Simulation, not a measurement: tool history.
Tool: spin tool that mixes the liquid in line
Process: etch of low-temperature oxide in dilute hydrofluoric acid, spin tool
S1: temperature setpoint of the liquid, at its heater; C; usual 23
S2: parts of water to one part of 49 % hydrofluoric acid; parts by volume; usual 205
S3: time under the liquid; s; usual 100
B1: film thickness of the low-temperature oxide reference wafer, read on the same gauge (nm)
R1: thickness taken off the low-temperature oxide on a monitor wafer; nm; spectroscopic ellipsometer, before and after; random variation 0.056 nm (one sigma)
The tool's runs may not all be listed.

| run | hour | S1 | S2 | S3 | B1 | R1 |
|---|---|---|---|---|---|---|
| 1 | 0 | 23 | 230 | 100 | 50.04 | 10.89 |
| 2 | 17.7 | 23 | 205 | 100 | 50.02 | 12.65 |
| 3 | 29.8 | 23 | 205 | 100 | 49.98 | 12.67 |
| 4 | 47.5 | 23 | 205 | 100 | 49.97 | 12.63 |
| 5 | 88.6 | 23 | 205 | 100 | 50.01 | 12.69 |
| 6 | 94.9 | 23 | 205 | 100 | 50.01 | 12.7 |
| 7 | 112.8 | 23 | 225 | 100 | 49.95 | 11.24 |
| 8 | 122 | 23 | 225 | 100 | 49.94 | 11.28 |
| 9 | 136.6 | 23 | 205 | 100 | 49.99 | 12.57 |
| 10 | 143.2 | 23 | 205 | 100 | 49.96 | 12.63 |
| 11 | 154.3 | 23 | 205 | 100 | 50.02 | 12.71 |
| 12 | 162.1 | 23 | 205 | 100 | 50 | 12.76 |
| 13 | 201.8 | 24.5 | 105 | 60 | 50.03 | 17.8 |
| 14 | 213.3 | 23 | 235 | 100 | 49.97 | 10.88 |
| 15 | 224.1 | 19.5 | 180 | 60 | 49.99 | 7.89 |
| 16 | 233.7 | 23 | 205 | 150 | 49.98 | 19.26 |
| 17 | 244.4 | 18.5 | 115 | 100 | 49.96 | 19.59 |
| 18 | 273.3 | 23 | 150 | 75 | 50.04 | 12.97 |
| 19 | 287.1 | 25.5 | 105 | 70 | 50.03 | 20 |
| 20 | 300.4 | 23 | 205 | 100 | 50.02 | 12.04 |
| 21 | 317.4 | 23 | 205 | 100 | 49.99 | 11.97 |
| 22 | 369.1 | 23 | 140 | 100 | 50.01 | 19.02 |

Taken out of this log: 4 entries between the listed runs. Where each belongs, and how the hidden state differs across it:
Between runs 10 and 11: hydrofluoric acid flow meter replaced (hour 145.5); gauge calibrated (hour 151.8)
  liquid hotter than its thermometer reads (K): 1.94 -> 1.97
  measured less the result without the state, R1: +0.87 -> +0.89 nm
Between runs 16 and 17: thermometer replaced (hour 244.1)
  liquid hotter than its thermometer reads (K): 2.18 -> 0.0995
  measured less the result without the state, R1: +1.48 -> +0.08 nm
Between runs 21 and 22: gauge calibrated (hour 351.8)
  liquid hotter than its thermometer reads (K): 0.294 -> 0.432
  measured less the result without the state, R1: +0.13 -> +0.31 nm

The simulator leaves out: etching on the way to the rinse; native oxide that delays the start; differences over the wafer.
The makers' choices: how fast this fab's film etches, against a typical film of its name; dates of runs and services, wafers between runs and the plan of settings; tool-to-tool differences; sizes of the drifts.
